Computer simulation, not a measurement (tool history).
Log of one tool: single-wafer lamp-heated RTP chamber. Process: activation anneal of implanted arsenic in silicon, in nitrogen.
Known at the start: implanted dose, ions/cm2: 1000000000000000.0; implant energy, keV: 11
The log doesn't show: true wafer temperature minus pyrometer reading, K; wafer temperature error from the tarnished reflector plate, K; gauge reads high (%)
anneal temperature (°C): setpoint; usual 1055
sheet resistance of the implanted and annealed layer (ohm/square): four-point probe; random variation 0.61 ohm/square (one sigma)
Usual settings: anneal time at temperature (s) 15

run,hour,anneal temperature (°C),anneal time at temperature (s),wafers since the last listed run,wafers since the last pyrometer calibration,wafers since the reflector plate was cleaned,hours since the gauge calibration,"read-back reference wafer on the same gauge, sheet resistance",sheet resistance of the implanted and annealed layer (ohm/square)
1,0,1055,12,0,57,5890,156,117,128.22
2,22.9,1055,15,397,455,6288,178.9,117.03,123.51
3,54.6,1055,15,550,1006,6839,210.6,117.13,121.31
4,77.7,1055,15,401,1408,7240,233.7,117.05,121.45
5,91,1040,21,231,1639,7471,247,116.98,122.39
# hour 104.3: pyrometer window cleaned and pyrometer calibrated
6,108.4,1040,21,163,71,7635,264.4,117.02,125.39
# hour 132.9: gauge calibrated
7,140.6,1055,15,559,630,8194,7.7,117.01,122.3
8,172.5,1034,9,554,1185,8749,39.6,116.94,138.03
# hour 198.5: pyrometer window cleaned and pyrometer calibrated
9,205.3,1073,9,430,117,9180,72.4,116.99,125.31
10,228.9,1041,20,410,527,9590,96,116.92,123.23
# hour 258.4: reflector plate cleaned
11,261.8,1055,15,432,960,58,128.9,116.91,120.74
12,284.1,1030,15,387,1347,445,151.2,117.08,130.86
# hour 294.1: pyrometer window cleaned and pyrometer calibrated
13,300.1,1033,19,139,103,584,167.2,116.94,129.44
14,324.5,1055,15,424,527,1009,191.6,117.08,124.06

Forecast each of these 5 alternatives for the next run:
A,324.9,1055,15,6,534,1015,192,?,?
B,324.9,1055,9,6,534,1015,192,?,?
C,324.9,1055,10,6,534,1015,192,?,?
D,324.9,1064,15,6,534,1015,192,?,?
E,324.9,1075,11,6,534,1015,192,?,?

run,"read-back reference wafer on the same gauge, sheet resistance",sheet resistance of the implanted and annealed layer (ohm/square)
A,117.01,121.65
B,117.01,130
C,117.01,128.15
D,117.01,118.87
E,117.01,120.08
Without the tool's hidden state the same runs would have given:
run,sheet resistance of the implanted and annealed layer (ohm/square)
A,124.39
B,133.25
C,131.3
D,121.28
E,122.44

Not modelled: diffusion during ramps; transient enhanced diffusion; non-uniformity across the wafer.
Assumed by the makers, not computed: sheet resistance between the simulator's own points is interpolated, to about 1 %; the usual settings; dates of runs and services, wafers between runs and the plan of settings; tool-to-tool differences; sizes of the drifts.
